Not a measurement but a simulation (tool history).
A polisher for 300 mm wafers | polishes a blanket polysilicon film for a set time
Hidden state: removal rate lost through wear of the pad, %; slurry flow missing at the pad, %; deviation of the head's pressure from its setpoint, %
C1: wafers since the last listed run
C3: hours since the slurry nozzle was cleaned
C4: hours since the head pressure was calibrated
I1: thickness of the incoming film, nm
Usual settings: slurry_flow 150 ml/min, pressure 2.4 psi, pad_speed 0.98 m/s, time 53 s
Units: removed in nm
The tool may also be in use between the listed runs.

{"run": 1, "hour": 0.0, "slurry_flow": 165, "pressure": 2.4, "pad_speed": 0.98, "time": 53, "C1": 0, "wafers polished on this pad": 1517, "C3": 48.2, "C4": 143.8, "I1": 2074.3, "removed": 379.7}
{"run": 2, "hour": 38.3, "slurry_flow": 150, "pressure": 2.4, "pad_speed": 0.98, "time": 53, "C1": 454, "wafers polished on this pad": 1971, "C3": 86.5, "C4": 182.1, "I1": 2090.8, "removed": 373.6}
{"hour": 42.5, "done": "worn pad replaced by a new one"}
{"run": 3, "hour": 64.6, "slurry_flow": 115, "pressure": 2.4, "pad_speed": 0.98, "time": 53, "C1": 264, "wafers polished on this pad": 262, "C3": 112.8, "C4": 208.4, "I1": 2068.5, "removed": 405.4}
{"run": 4, "hour": 89.5, "slurry_flow": 175, "pressure": 2.4, "pad_speed": 0.98, "time": 53, "C1": 295, "wafers polished on this pad": 558, "C3": 137.7, "C4": 233.3, "I1": 2072.0, "removed": 402.7}
{"run": 5, "hour": 114.5, "slurry_flow": 175, "pressure": 2.4, "pad_speed": 0.98, "time": 53, "C1": 296, "wafers polished on this pad": 854, "C3": 162.7, "C4": 258.3, "I1": 2059.0, "removed": 396.0}
{"hour": 232.3, "done": "head pressure recalibrated"}
{"hour": 233.8, "done": "worn pad replaced by a new one"}
{"run": 6, "hour": 274.7, "slurry_flow": 150, "pressure": 2.4, "pad_speed": 0.98, "time": 53, "C1": 1859, "wafers polished on this pad": 485, "C3": 322.9, "C4": 42.4, "I1": 2089.6, "removed": 381.3}
{"run": 7, "hour": 305.9, "slurry_flow": 150, "pressure": 2.4, "pad_speed": 0.98, "time": 53, "C1": 370, "wafers polished on this pad": 855, "C3": 354.1, "C4": 73.6, "I1": 2069.3, "removed": 374.9}
{"run": 8, "hour": 358.1, "slurry_flow": 150, "pressure": 2.4, "pad_speed": 0.98, "time": 53, "C1": 619, "wafers polished on this pad": 1475, "C3": 406.3, "C4": 125.8, "I1": 2107.8, "removed": 371.0}
{"hour": 362.8, "done": "slurry nozzle cleaned"}
{"hour": 430.6, "done": "worn pad replaced by a new one"}
{"run": 9, "hour": 431.1, "slurry_flow": 150, "pressure": 2.0, "pad_speed": 0.98, "time": 65, "C1": 806, "wafers polished on this pad": 5, "C3": 68.3, "C4": 198.8, "I1": 2058.0, "removed": 463.5}
{"run": 10, "hour": 459.5, "slurry_flow": 150, "pressure": 2.0, "pad_speed": 0.98, "time": 53, "C1": 336, "wafers polished on this pad": 342, "C3": 96.7, "C4": 227.2, "I1": 2072.5, "removed": 366.0}
{"run": 11, "hour": 496.1, "slurry_flow": 200, "pressure": 1.9, "pad_speed": 0.98, "time": 34, "C1": 434, "wafers polished on this pad": 777, "C3": 133.3, "C4": 263.8, "I1": 2090.6, "removed": 220.3}
{"hour": 614.2, "done": "worn pad replaced by a new one"}
{"run": 12, "hour": 659.8, "slurry_flow": 130, "pressure": 2.0, "pad_speed": 0.98, "time": 53, "C1": 1894, "wafers polished on this pad": 541, "C3": 297.0, "C4": 427.5, "I1": 2051.9, "removed": 354.2}
{"hour": 671.5, "done": "head pressure recalibrated"}
{"run": 13, "hour": 727.3, "slurry_flow": 120, "pressure": 2.4, "pad_speed": 0.98, "time": 37, "C1": 777, "wafers polished on this pad": 1318, "C3": 364.5, "C4": 55.8, "I1": 2083.1, "removed": 253.6}
{"run": 14, "hour": 757.0, "slurry_flow": 185, "pressure": 2.4, "pad_speed": 0.98, "time": 53, "C1": 352, "wafers polished on this pad": 1670, "C3": 394.2, "C4": 85.5, "I1": 2087.4, "removed": 387.1}
{"hour": 774.0, "done": "worn pad replaced by a new one"}
{"hour": 826.3, "done": "slurry nozzle cleaned"}
{"run": 15, "hour": 845.2, "slurry_flow": 150, "pressure": 1.8, "pad_speed": 1.26, "time": 53, "C1": 987, "wafers polished on this pad": 832, "C3": 18.9, "C4": 173.7, "I1": 2069.5, "removed": 386.0}
{"run": 16, "hour": 872.2, "slurry_flow": 150, "pressure": 2.4, "pad_speed": 0.98, "time": 53, "C1": 320, "wafers polished on this pad": 1153, "C3": 45.9, "C4": 200.7, "I1": 2031.1, "removed": 383.5}
{"run": 17, "hour": 900.8, "slurry_flow": 150, "pressure": 2.4, "pad_speed": 1.3, "time": 36, "C1": 339, "wafers polished on this pad": 1492, "C3": 74.5, "C4": 229.3, "I1": 2106.8, "removed": 330.0}

4 ways to go on from here, each from the tool as it stands after run 17. What would each give?
{"run": "A", "hour": 901.2, "slurry_flow": 150, "pressure": 2.4, "pad_speed": 0.98, "time": 53, "C1": 4, "wafers polished on this pad": 1497, "C3": 74.9, "C4": 229.7, "I1": 2103.0, "removed": "?"}
{"run": "B", "hour": 901.2, "slurry_flow": 180, "pressure": 2.4, "pad_speed": 0.86, "time": 63, "C1": 4, "wafers polished on this pad": 1497, "C3": 74.9, "C4": 229.7, "I1": 2103.0, "removed": "?"}
{"run": "C", "hour": 901.2, "slurry_flow": 150, "pressure": 1.7, "pad_speed": 0.98, "time": 72, "C1": 4, "wafers polished on this pad": 1497, "C3": 74.9, "C4": 229.7, "I1": 2103.0, "removed": "?"}
{"run": "D", "hour": 901.2, "slurry_flow": 100, "pressure": 3.0, "pad_speed": 0.84, "time": 35, "C1": 4, "wafers polished on this pad": 1497, "C3": 74.9, "C4": 229.7, "I1": 2103.0, "removed": "?"}

run=A removed=380.3
run=B removed=411.9
run=C removed=396.1
run=D removed=253.0
Without the tool's hidden state the same runs would have given:
run=A removed=413.3
run=B removed=447.7
run=C removed=430.6
run=D removed=275.0
